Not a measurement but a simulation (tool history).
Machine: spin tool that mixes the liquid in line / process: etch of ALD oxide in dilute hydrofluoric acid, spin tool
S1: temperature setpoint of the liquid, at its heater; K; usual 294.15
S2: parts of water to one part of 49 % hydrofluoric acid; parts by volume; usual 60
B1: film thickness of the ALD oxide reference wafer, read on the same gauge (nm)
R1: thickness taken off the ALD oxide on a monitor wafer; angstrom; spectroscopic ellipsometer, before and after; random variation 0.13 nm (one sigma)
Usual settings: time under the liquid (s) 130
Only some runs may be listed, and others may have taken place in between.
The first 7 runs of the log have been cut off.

{"run": 8, "hour": 122.8, "S1": 294.15, "S2": 55, "time under the liquid (s)": 155, "B1": 110.0, "R1": 326.5}
{"run": 9, "hour": 135.5, "S1": 294.15, "S2": 55, "time under the liquid (s)": 155, "B1": 110.02, "R1": 324.3}
{"run": 10, "hour": 149.4, "S1": 294.15, "S2": 60, "time under the liquid (s)": 95, "B1": 110.06, "R1": 181.7}
{"run": 11, "hour": 157.7, "S1": 294.15, "S2": 60, "time under the liquid (s)": 95, "B1": 110.02, "R1": 180.7}
{"hour": 169.8, "done": "hydrofluoric acid flow meter replaced"}
{"run": 12, "hour": 170.3, "S1": 294.15, "S2": 60, "time under the liquid (s)": 130, "B1": 110.01, "R1": 247.4}
{"run": 13, "hour": 187.8, "S1": 294.15, "S2": 60, "time under the liquid (s)": 130, "B1": 109.99, "R1": 247.0}
{"hour": 198.4, "done": "thermometer replaced"}
{"run": 14, "hour": 199.1, "S1": 294.15, "S2": 60, "time under the liquid (s)": 130, "B1": 110.0, "R1": 245.5}
{"run": 15, "hour": 216.8, "S1": 294.15, "S2": 60, "time under the liquid (s)": 130, "B1": 109.99, "R1": 248.6}
{"run": 16, "hour": 231.2, "S1": 294.15, "S2": 60, "time under the liquid (s)": 130, "B1": 109.97, "R1": 249.8}
{"run": 17, "hour": 240.5, "S1": 294.15, "S2": 70, "time under the liquid (s)": 130, "B1": 109.98, "R1": 208.2}
{"run": 18, "hour": 256.6, "S1": 290.65, "S2": 35, "time under the liquid (s)": 200, "B1": 109.99, "R1": 580.9}
{"run": 19, "hour": 271.5, "S1": 295.65, "S2": 60, "time under the liquid (s)": 180, "B1": 110.0, "R1": 362.5}
{"hour": 300.5, "done": "gauge calibrated"}
{"run": 20, "hour": 305.0, "S1": 292.15, "S2": 45, "time under the liquid (s)": 105, "B1": 109.99, "R1": 249.7}

The next listed run, before its measurement:
{"run": 21, "hour": 319.9, "S1": 294.15, "S2": 60, "time under the liquid (s)": 130, "B1": "?", "R1": "?"}

Run 21 measured B1 109.97, R1 248.0 angstrom.
Without the tool's hidden state the same run would have given R1 248.0 angstrom.
